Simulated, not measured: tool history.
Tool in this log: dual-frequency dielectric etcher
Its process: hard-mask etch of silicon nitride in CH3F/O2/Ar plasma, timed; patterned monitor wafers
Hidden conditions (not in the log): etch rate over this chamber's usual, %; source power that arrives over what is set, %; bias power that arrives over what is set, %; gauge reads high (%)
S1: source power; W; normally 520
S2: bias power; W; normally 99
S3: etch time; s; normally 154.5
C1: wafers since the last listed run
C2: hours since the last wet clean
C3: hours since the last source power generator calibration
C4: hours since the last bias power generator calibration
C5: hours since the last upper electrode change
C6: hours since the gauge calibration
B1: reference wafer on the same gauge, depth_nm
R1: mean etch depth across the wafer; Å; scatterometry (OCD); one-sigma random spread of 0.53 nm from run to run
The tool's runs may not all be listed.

run	hour	S1	S2	S3	C1	C2	C3	C4	C5	C6	B1	R1
1	0	520	99	154.5	0	346.8	3426.9	2774	2885.7	719.5	143	1294
2	95.5	520	99	154.5	897	442.3	3522.4	2869.5	2981.2	815	143	1298
# hour 145.8: wet clean of the chamber
3	146.3	520	99	154.5	251	0.5	3573.2	2920.3	3032	865.8	142.8	1292
4	216.7	520	115	154.5	661	70.9	3643.6	2990.7	3102.4	936.2	143.1	1359
5	323.7	520	115	154.5	1005	177.9	3750.6	3097.7	3209.4	1043.2	143.1	1356
6	415.3	520	115	154.5	860	269.5	3842.2	3189.3	3301	1134.8	143.1	1363
7	501.2	520	99	133	807	355.4	3928.1	3275.2	3386.9	1220.7	143	1111
8	569.3	520	99	133	639	423.5	3996.2	3343.3	3455	1288.8	142.9	1118
9	668.8	520	99	133	934	523	4095.7	3442.8	3554.5	1388.3	142.9	1124
# hour 724: wet clean of the chamber
# hour 747.8: gauge calibrated
10	763.8	520	111	154.5	667	39.8	4190.7	3537.8	3649.5	16	143.2	1340
11	823.8	520	111	154.5	563	99.8	4250.7	3597.8	3709.5	76	143.1	1331
12	904.2	520	99	154.5	755	180.2	4331.1	3678.2	3789.9	156.4	142.9	1296
13	965.8	520	117	154.5	578	241.8	4392.7	3739.8	3851.5	218	142.9	1364
14	1012.9	520	106	154.5	442	288.9	4439.8	3786.9	3898.6	265.1	143	1330
15	1124.8	520	106	154.5	1051	400.8	4551.7	3898.8	4010.5	377	143.1	1320
# hour 1165.5: source power generator calibrated
16	1204.2	520	99	154.5	708	480.2	38.7	3978.2	4089.9	456.4	143.1	1295
# hour 1264: upper electrode replaced
# hour 1293.2: wet clean of the chamber
17	1296.8	610	99	154.5	419	3.6	131.3	4070.8	32.8	549	143.1	1401
18	1357.2	520	99	154.5	567	64	191.7	4131.2	93.2	609.4	143.1	1303
19	1411.2	520	99	154.5	507	118	245.7	4185.2	147.2	663.4	143.1	1290
20	1478.7	440	83	154.5	634	185.5	313.2	4252.7	214.7	730.9	143.1	1138
21	1542.2	520	88	154.5	596	249	376.7	4316.2	278.2	794.4	143	1258
22	1593.9	560	99	119.5	485	300.7	428.4	4367.9	329.9	846.1	143.1	1039
# hour 1666.5: bias power generator calibrated
23	1697	470	91	109.5	931	403.8	531.5	30.5	433	949.2	143.1	851
24	1793.9	520	112	139	910	500.7	628.4	127.4	529.9	1046.1	143.1	1216
# hour 1853.6: wet clean of the chamber
25	1854.1	520	99	154.5	340	0.5	688.6	187.6	590.1	1106.3	143.1	1286
26	1931.4	570	112	192.5	726	77.8	765.9	264.9	667.4	1183.6	142.9	1746
27	1980.4	420	85	122	460	126.8	814.9	313.9	716.4	1232.6	143	879
28	2016.6	440	110	169	340	163	851.1	350.1	752.6	1268.8	142.7	1348
29	2069	440	110	169	492	215.4	903.5	402.5	805	1321.2	142.8	1351
30	2148.3	520	99	154.5	745	294.7	982.8	481.8	884.3	1400.5	142.9	1294

What will run 31 give?
31	2249.3	520	117	154.5	949	395.7	1083.8	582.8	985.3	1501.5	?	?

Run 31 gave B1 142.9, R1 1368 Å.
With the hidden condition absent and the run-to-run variation left alone, this run would have shown R1 1368 Å.
